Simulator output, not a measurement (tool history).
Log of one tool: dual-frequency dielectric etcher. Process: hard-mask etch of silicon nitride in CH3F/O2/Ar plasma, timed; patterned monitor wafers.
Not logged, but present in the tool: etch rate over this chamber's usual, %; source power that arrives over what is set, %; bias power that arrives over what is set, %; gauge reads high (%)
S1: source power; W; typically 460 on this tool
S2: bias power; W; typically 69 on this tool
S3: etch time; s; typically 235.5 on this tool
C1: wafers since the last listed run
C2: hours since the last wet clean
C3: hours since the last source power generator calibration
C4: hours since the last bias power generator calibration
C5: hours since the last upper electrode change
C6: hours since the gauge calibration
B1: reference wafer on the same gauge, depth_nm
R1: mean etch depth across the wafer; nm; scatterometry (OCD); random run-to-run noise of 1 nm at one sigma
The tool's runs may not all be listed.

| run | day | S1 | S2 | S3 | C1 | C2 | C3 | C4 | C5 | C6 | B1 | R1 |
|---|---|---|---|---|---|---|---|---|---|---|---|---|
| 1 | 0 | 460 | 69 | 235.5 | 0 | 192.4 | 3502.8 | 2631.6 | 4580.1 | 52.1 | 139.8 | 159.9 |
| 2 | 0.279 | 460 | 69 | 235.5 | 48 | 199.1 | 3509.5 | 2638.3 | 4586.8 | 58.8 | 139.9 | 159.7 |
| 3 | 0.788 | 460 | 69 | 235.5 | 88 | 211.3 | 3521.7 | 2650.5 | 4599 | 71 | 140.1 | 161.9 |
| 4 | 1.225 | 420 | 69 | 187.5 | 76 | 221.8 | 3532.2 | 2661 | 4609.5 | 81.5 | 140.3 | 122.2 |
| 5 | 1.829 | 420 | 69 | 187.5 | 104 | 236.3 | 3546.7 | 2675.5 | 4624 | 96 | 140 | 122.5 |
| 6 | 2.475 | 420 | 69 | 187.5 | 112 | 251.8 | 3562.2 | 2691 | 4639.5 | 111.5 | 139.9 | 124.3 |
| 7 | 2.858 | 460 | 69 | 217 | 66 | 261 | 3571.4 | 2700.2 | 4648.7 | 120.7 | 140.1 | 150.6 |
| 8 | 3.25 | 460 | 69 | 235.5 | 68 | 270.4 | 3580.8 | 2709.6 | 4658.1 | 130.1 | 140 | 161.9 |
| 9 | 3.808 | 460 | 69 | 235.5 | 96 | 283.8 | 3594.2 | 2723 | 4671.5 | 143.5 | 140.2 | 163.2 |
| 10 | 4.229 | 490 | 69 | 235.5 | 73 | 293.9 | 3604.3 | 2733.1 | 4681.6 | 153.6 | 140.3 | 169.1 |
| 11 | 4.904 | 490 | 69 | 235.5 | 117 | 310.1 | 3620.5 | 2749.3 | 4697.8 | 169.8 | 139.8 | 171.4 |
| 12 | 5.304 | 490 | 69 | 235.5 | 69 | 319.7 | 3630.1 | 2758.9 | 4707.4 | 179.4 | 140.3 | 168.2 |
| 13 | 5.596 | 370 | 69 | 235.5 | 50 | 326.7 | 3637.1 | 2765.9 | 4714.4 | 186.4 | 140.1 | 145.2 |
|  | 5.696 | gauge calibrated |
|  | 6.671 | wet clean of the chamber |
| 14 | 6.692 | 420 | 69 | 187.5 | 16 | 0.5 | 3663.4 | 2792.2 | 4740.7 | 23.9 | 140 | 117.9 |
| 15 | 6.708 | 380 | 62 | 167 | 2 | 0.9 | 3663.8 | 2792.6 | 4741.1 | 24.3 | 140 | 94.1 |
| 16 | 7.367 | 520 | 69 | 166.5 | 114 | 16.7 | 3679.6 | 2808.4 | 4756.9 | 40.1 | 140.3 | 118.9 |
| 17 | 8.083 | 460 | 69 | 235.5 | 124 | 33.9 | 3696.8 | 2825.6 | 4774.1 | 57.3 | 139.9 | 156.3 |
|  | 8.917 | source power generator calibrated |
|  | 9.404 | upper electrode replaced |
|  | 9.554 | bias power generator calibrated |
| 18 | 9.575 | 580 | 69 | 235.5 | 119 | 69.7 | 15.8 | 0.5 | 4.1 | 93.1 | 139.8 | 177.8 |
| 19 | 9.592 | 540 | 76 | 235.5 | 2 | 70.1 | 16.2 | 0.9 | 4.5 | 93.5 | 140.3 | 180.2 |
| 20 | 9.604 | 460 | 69 | 217 | 2 | 70.4 | 16.5 | 1.2 | 4.8 | 93.8 | 140.2 | 145.6 |
| 21 | 9.904 | 460 | 69 | 171.5 | 52 | 77.6 | 23.7 | 8.4 | 12 | 101 | 139.9 | 115 |
| 22 | 10.175 | 420 | 69 | 235.5 | 47 | 84.1 | 30.2 | 14.9 | 18.5 | 107.5 | 140 | 149.8 |
| 23 | 10.592 | 550 | 52 | 217.5 | 72 | 94.1 | 40.2 | 24.9 | 28.5 | 117.5 | 139.9 | 141.2 |
| 24 | 12.746 | 460 | 69 | 235.5 | 374 | 145.8 | 91.9 | 76.6 | 80.2 | 169.2 | 139.9 | 159.3 |

Predict each of these 5 candidate next runs independently; none follows another, all start after run 24:
| A | 12.767 | 380 | 69 | 235.5 | 3 | 146.3 | 92.4 | 77.1 | 80.7 | 169.7 | ? | ? |
| B | 12.767 | 400 | 69 | 235.5 | 3 | 146.3 | 92.4 | 77.1 | 80.7 | 169.7 | ? | ? |
| C | 12.767 | 460 | 69 | 271 | 3 | 146.3 | 92.4 | 77.1 | 80.7 | 169.7 | ? | ? |
| D | 12.767 | 510 | 52 | 235.5 | 3 | 146.3 | 92.4 | 77.1 | 80.7 | 169.7 | ? | ? |
| E | 12.767 | 520 | 77 | 177.5 | 3 | 146.3 | 92.4 | 77.1 | 80.7 | 169.7 | ? | ? |

| run | B1 | R1 |
|---|---|---|
| A | 139.5 | 143.3 |
| B | 139.5 | 147.4 |
| C | 139.5 | 182.8 |
| D | 139.5 | 147.1 |
| E | 139.5 | 134 |
Take away the tool's hidden state, keep each run's random variation, and the runs would have read:
| run | R1 |
|---|---|
| A | 138.9 |
| B | 143 |
| C | 177.3 |
| D | 142.6 |
| E | 130 |
